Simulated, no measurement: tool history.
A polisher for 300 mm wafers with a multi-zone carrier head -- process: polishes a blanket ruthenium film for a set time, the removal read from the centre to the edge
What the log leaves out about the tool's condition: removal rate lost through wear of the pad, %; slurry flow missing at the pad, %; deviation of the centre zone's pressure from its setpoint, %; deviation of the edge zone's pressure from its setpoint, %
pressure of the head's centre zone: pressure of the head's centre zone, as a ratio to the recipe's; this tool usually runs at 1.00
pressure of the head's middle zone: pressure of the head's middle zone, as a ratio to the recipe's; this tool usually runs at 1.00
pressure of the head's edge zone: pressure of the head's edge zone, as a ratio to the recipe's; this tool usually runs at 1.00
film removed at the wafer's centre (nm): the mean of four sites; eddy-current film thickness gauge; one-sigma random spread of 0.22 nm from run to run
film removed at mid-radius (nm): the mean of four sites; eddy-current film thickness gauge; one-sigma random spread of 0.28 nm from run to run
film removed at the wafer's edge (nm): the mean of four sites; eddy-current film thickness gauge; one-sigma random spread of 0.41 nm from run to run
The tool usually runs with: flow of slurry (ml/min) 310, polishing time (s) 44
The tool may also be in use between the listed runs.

run     day  flow of slurry (ml/min)  pressure of the head's centre zone  pressure of the head's middle zone  pressure of the head's edge zone  polishing time (s)  wafers since the last listed run  wafers polished on this pad  hours since the slurry nozzle was cleaned  hours since the centre zone pressure was calibrated  hours since the edge zone pressure was calibrated  hours since the carrier head's membrane was replaced  incoming thickness of the incoming film, nm  film removed at the wafer's centre (nm)  film removed at mid-radius (nm)  film removed at the wafer's edge (nm)
  1   0.000                      310                                1.00                                1.00                              1.00                  54                                 0                          286                                      450.6                                                775.4                                             1154.7                                                 753.5                                        636.5                                     37.3                             38.0                                   37.3
  2   0.700                      265                                1.00                                1.00                              1.00                  37                                98                          384                                      467.4                                                792.2                                             1171.5                                                 770.3                                        649.7                                     25.4                             25.4                                   25.4
  3   1.858                      265                                1.00                                1.00                              1.00                  37                               162                          546                                      495.2                                                820.0                                             1199.3                                                 798.1                                        638.2                                     25.1                             25.7                                   25.6
  4   2.854                      310                                1.00                                0.97                              1.00                  44                               139                          686                                      519.1                                                843.9                                             1223.2                                                 822.0                                        633.5                                     30.6                             30.4                                   30.9
  5   3.854                      310                                1.00                                0.97                              1.00                  44                               140                          826                                      543.1                                                867.9                                             1247.2                                                 846.0                                        646.8                                     30.4                             30.2                                   31.5
  6   5.183                      310                                1.00                                1.00                              1.00                  44                               186                         1012                                      575.0                                                899.8                                             1279.1                                                 877.9                                        644.6                                     30.1                             30.9                                   31.4
      5.812  -- worn pad replaced by a new one
  7   5.867                      310                                1.00                                1.00                              1.00                  44                                72                            7                                      591.4                                                916.2                                             1295.5                                                 894.3                                        645.2                                     30.1                             31.3                                   30.3
  8   6.479                      310                                1.00                                1.00                              1.00                  44                                85                           93                                      606.1                                                930.9                                             1310.2                                                 909.0                                        647.2                                     30.4                             31.0                                   30.2
  9   7.129                      310                                1.00                                1.04                              1.00                  44                                91                          184                                      621.7                                                946.5                                             1325.8                                                 924.6                                        640.5                                     30.5                             31.9                                   30.7
      7.662  -- centre zone pressure recalibrated
      8.392  -- edge zone pressure recalibrated
 10   8.500                      370                                1.06                                1.00                              1.00                  44                               168                          353                                      654.6                                                 20.1                                                2.6                                                 957.5                                        636.8                                     33.3                             31.7                                   31.9
 11   9.346                      310                                1.00                                1.00                              1.00                  44                               118                          471                                      674.9                                                 40.4                                               22.9                                                 977.8                                        645.0                                     30.9                             31.1                                   31.0
 12  10.771                      310                                1.00                                1.00                              1.00                  44                               199                          671                                      709.1                                                 74.6                                               57.1                                                1012.0                                        632.9                                     30.5                             31.3                                   30.9
     11.846  -- slurry nozzle cleaned
     11.954  -- carrier head's membrane replaced by a new one
 13  11.975                      265                                1.00                                1.00                              1.00                  37                               147                          818                                        3.1                                                103.5                                               86.0                                                   0.5                                        630.6                                     25.6                             25.7                                   26.4
 14  12.825                      310                                1.00                                0.97                              1.00                  44                               119                          937                                       23.5                                                123.9                                              106.4                                                  20.9                                        641.6                                     30.4                             29.9                                   30.6
     13.050  -- worn pad replaced by a new one
 15  14.067                      310                                1.00                                1.00                              1.06                  44                               150                          142                                       53.3                                                153.7                                              136.2                                                  50.7                                        647.6                                     30.3                             30.7                                   31.3
 16  14.650                      310                                1.00                                0.95                              1.09                  44                                81                          224                                       67.3                                                167.7                                              150.2                                                  64.7                                        651.2                                     30.5                             29.2                                   32.2
 17  15.517                      250                                1.00                                0.93                              0.89                  44                               121                          345                                       88.1                                                188.5                                              171.0                                                  85.5                                        638.4                                     29.7                             28.3                                   28.8
 18  16.304                      360                                0.91                                0.90                              1.00                  52                               110                          455                                      107.0                                                207.4                                              189.9                                                 104.4                                        646.6                                     33.3                             34.5                                   37.1
 19  17.129                      395                                1.00                                1.05                              0.94                  44                               115                          571                                      126.8                                                227.2                                              209.7                                                 124.2                                        642.9                                     30.7                             33.5                                   30.6
 20  17.650                      310                                0.96                                1.00                              1.00                  44                                72                          644                                      139.3                                                239.7                                              222.2                                                 136.7                                        636.0                                     29.4                             31.5                                   30.5

4 options for the next run, each taken on its own from the tool as it stands now. Forecast them:
  A  17.667                      310                                1.00                                1.00                              1.00                  44                                 2                          646                                      139.7                                                240.1                                              222.6                                                 137.1                                        648.5                                        ?                                ?                                      ?
  B  17.667                      405                                1.00                                1.00                              1.07                  44                                 2                          646                                      139.7                                                240.1                                              222.6                                                 137.1                                        648.5                                        ?                                ?                                      ?
  C  17.667                      220                                0.93                                1.00                              1.00                  44                                 2                          646                                      139.7                                                240.1                                              222.6                                                 137.1                                        648.5                                        ?                                ?                                      ?
  D  17.667                      405                                1.00                                1.00                              1.00                  39                                 2                          646                                      139.7                                                240.1                                              222.6                                                 137.1                                        648.5                                        ?                                ?                                      ?

run  film removed at the wafer's centre (nm)  film removed at mid-radius (nm)  film removed at the wafer's edge (nm)
  A                                     30.8                             31.2                                   30.7
  B                                     31.6                             31.9                                   32.2
  C                                     27.3                             29.9                                   29.7
  D                                     28.0                             28.3                                   27.7
Without the tool's unlogged condition, the same runs would have read:
run  film removed at the wafer's centre (nm)  film removed at mid-radius (nm)  film removed at the wafer's edge (nm)
  A                                     30.8                             31.2                                   30.7
  B                                     31.6                             31.9                                   32.2
  C                                     27.3                             29.9                                   29.7
  D                                     28.0                             28.3                                   27.7
